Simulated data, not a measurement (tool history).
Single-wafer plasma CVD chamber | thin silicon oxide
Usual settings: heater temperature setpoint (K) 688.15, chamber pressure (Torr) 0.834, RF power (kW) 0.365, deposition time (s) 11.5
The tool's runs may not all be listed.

run	hour	heater temperature setpoint (K)	chamber pressure (Torr)	RF power (kW)	deposition time (s)	wafers since the last listed run	hours since the last thermocouple change	hours since the last RF generator calibration	hours since the last manometer calibration	hours since the showerhead was replaced	hours since the gauge calibration	read-back reference wafer on the same gauge, thickness_nm	mean film thickness on the monitor wafer (nm)
1	0.0	688.15	0.834	0.365	11.5	0	2242.7	1594.7	1298.5	6406.9	288.1	23.116	23.364
2	52.6	688.15	0.834	0.365	11.5	1471	2295.3	1647.3	1351.1	6459.5	340.7	23.097	23.399
3	135.6	688.15	0.834	0.365	11.5	2322	2378.3	1730.3	1434.1	6542.5	423.7	23.099	23.415
4	218.4	688.15	0.834	0.365	11.5	2316	2461.1	1813.1	1516.9	6625.3	506.5	23.106	23.325
5	263.2	688.15	0.834	0.365	11.5	1253	2505.9	1857.9	1561.7	6670.1	551.3	23.097	23.426
6	334.7	688.15	0.729	0.365	11.5	2000	2577.4	1929.4	1633.2	6741.6	622.8	23.091	20.352
7	383.3	688.15	0.834	0.365	11.5	1359	2626.0	1978.0	1681.8	6790.2	671.4	23.091	23.349
# hour 393.9: thermocouple changed; heater temperature recalibrated
8	481.3	688.15	0.834	0.365	11.5	2518	87.4	2076.0	1779.8	6888.2	769.4	23.112	23.403
# hour 493.6: capacitance manometer re-zeroed and calibrated
9	531.6	688.15	0.834	0.365	11.5	1183	137.7	2126.3	38.0	6938.5	819.7	23.102	22.972
# hour 557.8: showerhead replaced
# hour 564.7: gauge calibrated
10	629.4	688.15	0.834	0.365	9.5	2512	235.5	2224.1	135.8	71.6	64.7	23.101	18.961
# hour 657.8: RF generator calibrated
11	718.1	688.15	0.834	0.345	11.5	2257	324.2	60.3	224.5	160.3	153.4	23.107	22.770
12	804.6	698.15	0.674	0.345	9.8	2420	410.7	146.8	311.0	246.8	239.9	23.103	15.239
13	909.8	688.15	0.834	0.365	11.5	2943	515.9	252.0	416.2	352.0	345.1	23.090	23.419
14	951.4	688.15	0.834	0.410	10.1	1163	557.5	293.6	457.8	393.6	386.7	23.106	21.795
15	1022.7	688.15	1.039	0.365	11.5	1994	628.8	364.9	529.1	464.9	458.0	23.086	28.342
16	1065.6	688.15	0.834	0.365	11.5	1200	671.7	407.8	572.0	507.8	500.9	23.104	23.572
17	1148.2	700.15	0.834	0.430	9.9	2310	754.3	490.4	654.6	590.4	583.5	23.099	21.886
18	1211.1	702.15	0.674	0.365	12.4	1759	817.2	553.3	717.5	653.3	646.4	23.095	19.844

Forecast each of these 5 alternatives for the next run:
A	1211.5	677.15	0.834	0.365	11.5	11	817.6	553.7	717.9	653.7	646.8	?	?
B	1211.5	680.15	0.985	0.365	10.5	11	817.6	553.7	717.9	653.7	646.8	?	?
C	1211.5	688.15	0.657	0.365	10.4	11	817.6	553.7	717.9	653.7	646.8	?	?
D	1211.5	703.15	1.034	0.365	11.5	11	817.6	553.7	717.9	653.7	646.8	?	?
E	1211.5	683.15	0.907	0.365	11.5	11	817.6	553.7	717.9	653.7	646.8	?	?

run	read-back reference wafer on the same gauge, thickness_nm	mean film thickness on the monitor wafer (nm)
A	23.112	23.488
B	23.112	24.850
C	23.112	16.157
D	23.112	27.812
E	23.112	25.303
Without the tool's hidden state the same runs would have given:
run	mean film thickness on the monitor wafer (nm)
A	23.609
B	24.990
C	16.231
D	27.969
E	25.434
